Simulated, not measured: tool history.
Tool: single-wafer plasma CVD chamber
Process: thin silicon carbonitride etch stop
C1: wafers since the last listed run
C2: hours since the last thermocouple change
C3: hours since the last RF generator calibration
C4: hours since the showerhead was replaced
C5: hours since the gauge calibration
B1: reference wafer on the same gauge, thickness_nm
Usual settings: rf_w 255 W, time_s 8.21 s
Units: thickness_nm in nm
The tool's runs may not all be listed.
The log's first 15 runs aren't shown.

{"hour": 336.4, "done": "RF generator calibrated"}
{"run": 16, "hour": 336.9, "rf_w": 255, "time_s": 8.77, "C1": 1153, "C2": 2161.2, "C3": 0.5, "C4": 5541.5, "C5": 291.8, "B1": 4.542, "thickness_nm": 4.868}
{"run": 17, "hour": 369.7, "rf_w": 255, "time_s": 8.21, "C1": 1371, "C2": 2194, "C3": 33.3, "C4": 5574.3, "C5": 324.6, "B1": 4.541, "thickness_nm": 4.565}
{"run": 18, "hour": 395.0, "rf_w": 205, "time_s": 6.58, "C1": 1057, "C2": 2219.3, "C3": 58.6, "C4": 5599.6, "C5": 349.9, "B1": 4.539, "thickness_nm": 3.384}
{"hour": 498.8, "done": "RF generator calibrated, repeated, since the last time left the tool worse"}
{"run": 19, "hour": 499.8, "rf_w": 255, "time_s": 9, "C1": 4046, "C2": 2324.1, "C3": 1, "C4": 5704.4, "C5": 454.7, "B1": 4.544, "thickness_nm": 5.162}
{"run": 20, "hour": 514.2, "rf_w": 215, "time_s": 6.7, "C1": 602, "C2": 2338.5, "C3": 15.4, "C4": 5718.8, "C5": 469.1, "B1": 4.539, "thickness_nm": 3.624}
{"run": 21, "hour": 530.1, "rf_w": 235, "time_s": 6.64, "C1": 664, "C2": 2354.4, "C3": 31.3, "C4": 5734.7, "C5": 485, "B1": 4.544, "thickness_nm": 3.705}
{"hour": 555.2, "done": "thermocouple changed; heater temperature recalibrated"}
{"hour": 571.4, "done": "showerhead replaced"}
{"run": 22, "hour": 571.9, "rf_w": 255, "time_s": 9, "C1": 1078, "C2": 16.7, "C3": 73.1, "C4": 0.5, "C5": 526.8, "B1": 4.541, "thickness_nm": 5.185}
{"run": 23, "hour": 595.0, "rf_w": 305, "time_s": 7.05, "C1": 965, "C2": 39.8, "C3": 96.2, "C4": 23.6, "C5": 549.9, "B1": 4.535, "thickness_nm": 4.319}
{"run": 24, "hour": 626.6, "rf_w": 290, "time_s": 8.86, "C1": 1321, "C2": 71.4, "C3": 127.8, "C4": 55.2, "C5": 581.5, "B1": 4.542, "thickness_nm": 5.331}
{"run": 25, "hour": 648.0, "rf_w": 255, "time_s": 7.39, "C1": 894, "C2": 92.8, "C3": 149.2, "C4": 76.6, "C5": 602.9, "B1": 4.537, "thickness_nm": 4.247}
{"hour": 662.8, "done": "gauge calibrated"}
{"run": 26, "hour": 682.4, "rf_w": 215, "time_s": 6.85, "C1": 1438, "C2": 127.2, "C3": 183.6, "C4": 111, "C5": 19.6, "B1": 4.537, "thickness_nm": 3.713}
{"run": 27, "hour": 699.1, "rf_w": 215, "time_s": 6.96, "C1": 698, "C2": 143.9, "C3": 200.3, "C4": 127.7, "C5": 36.3, "B1": 4.542, "thickness_nm": 3.772}
{"run": 28, "hour": 715.5, "rf_w": 205, "time_s": 8.21, "C1": 685, "C2": 160.3, "C3": 216.7, "C4": 144.1, "C5": 52.7, "B1": 4.538, "thickness_nm": 4.38}
{"run": 29, "hour": 737.1, "rf_w": 255, "time_s": 8.21, "C1": 903, "C2": 181.9, "C3": 238.3, "C4": 165.7, "C5": 74.3, "B1": 4.54, "thickness_nm": 4.725}
{"run": 30, "hour": 835.8, "rf_w": 235, "time_s": 7.57, "C1": 4126, "C2": 280.6, "C3": 337, "C4": 264.4, "C5": 173, "B1": 4.535, "thickness_nm": 4.235}
{"run": 31, "hour": 850.2, "rf_w": 215, "time_s": 9.56, "C1": 602, "C2": 295, "C3": 351.4, "C4": 278.8, "C5": 187.4, "B1": 4.539, "thickness_nm": 5.181}
{"run": 32, "hour": 864.2, "rf_w": 255, "time_s": 8.21, "C1": 585, "C2": 309, "C3": 365.4, "C4": 292.8, "C5": 201.4, "B1": 4.538, "thickness_nm": 4.704}
{"run": 33, "hour": 896.7, "rf_w": 255, "time_s": 8.21, "C1": 1358, "C2": 341.5, "C3": 397.9, "C4": 325.3, "C5": 233.9, "B1": 4.537, "thickness_nm": 4.707}
{"run": 34, "hour": 924.2, "rf_w": 255, "time_s": 8.21, "C1": 1149, "C2": 369, "C3": 425.4, "C4": 352.8, "C5": 261.4, "B1": 4.542, "thickness_nm": 4.688}

Forecast each of these 5 alternatives for the next run:
{"run": "A", "hour": 924.6, "rf_w": 255, "time_s": 8.21, "C1": 16, "C2": 369.4, "C3": 425.8, "C4": 353.2, "C5": 261.8, "B1": "?", "thickness_nm": "?"}
{"run": "B", "hour": 924.6, "rf_w": 295, "time_s": 7.2, "C1": 16, "C2": 369.4, "C3": 425.8, "C4": 353.2, "C5": 261.8, "B1": "?", "thickness_nm": "?"}
{"run": "C", "hour": 924.6, "rf_w": 295, "time_s": 8.21, "C1": 16, "C2": 369.4, "C3": 425.8, "C4": 353.2, "C5": 261.8, "B1": "?", "thickness_nm": "?"}
{"run": "D", "hour": 924.6, "rf_w": 275, "time_s": 6.84, "C1": 16, "C2": 369.4, "C3": 425.8, "C4": 353.2, "C5": 261.8, "B1": "?", "thickness_nm": "?"}
{"run": "E", "hour": 924.6, "rf_w": 290, "time_s": 9.8, "C1": 16, "C2": 369.4, "C3": 425.8, "C4": 353.2, "C5": 261.8, "B1": "?", "thickness_nm": "?"}

run=A B1=4.542 thickness_nm=4.68
run=B B1=4.542 thickness_nm=4.319
run=C B1=4.542 thickness_nm=4.925
run=D B1=4.542 thickness_nm=4.004
run=E B1=4.542 thickness_nm=5.844
Without the tool's hidden state the same runs would have given:
run=A thickness_nm=4.706
run=B thickness_nm=4.343
run=C thickness_nm=4.953
run=D thickness_nm=4.026
run=E thickness_nm=5.877
